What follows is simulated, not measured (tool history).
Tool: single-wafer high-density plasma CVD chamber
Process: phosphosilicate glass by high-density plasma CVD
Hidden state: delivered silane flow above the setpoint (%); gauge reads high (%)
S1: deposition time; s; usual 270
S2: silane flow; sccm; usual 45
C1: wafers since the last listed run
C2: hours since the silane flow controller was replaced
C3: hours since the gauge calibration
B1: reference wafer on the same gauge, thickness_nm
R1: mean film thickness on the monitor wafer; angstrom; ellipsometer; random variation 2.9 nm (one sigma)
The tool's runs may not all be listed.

run,hour,S1,S2,C1,C2,C3,B1,R1
1,0.0,270,47,0,1923.4,138.9,1289.831,13064.23
2,6.3,270,47,46,1929.7,145.2,1288.760,13112.05
3,17.9,270,47,84,1941.3,156.8,1289.660,13085.55
4,33.5,270,45,114,1956.9,172.4,1290.409,12473.78
5,51.0,270,45,127,1974.4,189.9,1289.549,12490.84
6,63.6,270,45,92,1987.0,202.5,1288.814,12525.19
7,73.5,270,45,72,1996.9,212.4,1290.784,12441.97
8,80.7,270,45,52,2004.1,219.6,1290.961,12514.92
9,90.4,270,45,70,2013.8,229.3,1291.865,12491.99
10,115.8,254,45,185,2039.2,254.7,1289.704,11786.57
11,133.7,270,45,130,2057.1,272.6,1289.352,12476.10
12,147.9,270,45,103,2071.3,286.8,1289.861,12510.35
13,163.8,270,45,116,2087.2,302.7,1290.950,12395.29
14,175.5,270,48,85,2098.9,314.4,1289.753,13320.23
15,185.9,270,48,76,2109.3,324.8,1289.601,13287.63
16,196.0,222,45,73,2119.4,334.9,1289.617,10216.35
17,202.3,219,45,46,2125.7,341.2,1291.023,10076.11
# hour 216.1: gauge calibrated
# hour 223.1: silane flow controller replaced
18,223.6,216,42,97,0.5,7.5,1289.160,9875.64
19,226.7,296,38,22,3.6,10.6,1290.964,12237.73
20,249.8,293,51,168,26.7,33.7,1289.588,16183.52
21,265.7,247,48,116,42.6,49.6,1289.901,12850.80
22,273.7,222,45,58,50.6,57.6,1289.778,10847.89
23,289.2,226,53,113,66.1,73.1,1290.320,13059.12
24,304.0,233,40,108,80.9,87.9,1291.082,10149.29
25,357.1,270,45,388,134.0,141.0,1289.714,13218.95
26,368.7,270,49,84,145.6,152.6,1289.787,14325.06
27,385.0,270,45,119,161.9,168.9,1289.909,13225.05
28,398.2,227,49,96,175.1,182.1,1289.482,12097.28
29,405.8,231,51,55,182.7,189.7,1290.654,12794.78
30,420.0,234,45,103,196.9,203.9,1289.895,11419.18

Hidden state at the last listed run before each entry between runs and at the first one after, where it differs:
Between runs 17 and 18: gauge calibrated (hour 216.1); silane flow controller replaced (hour 223.1)
  delivered silane flow above the setpoint (%): -4.83 -> 1.11
  measured less the result without the state, R1: -511.10 -> +108.14 angstrom
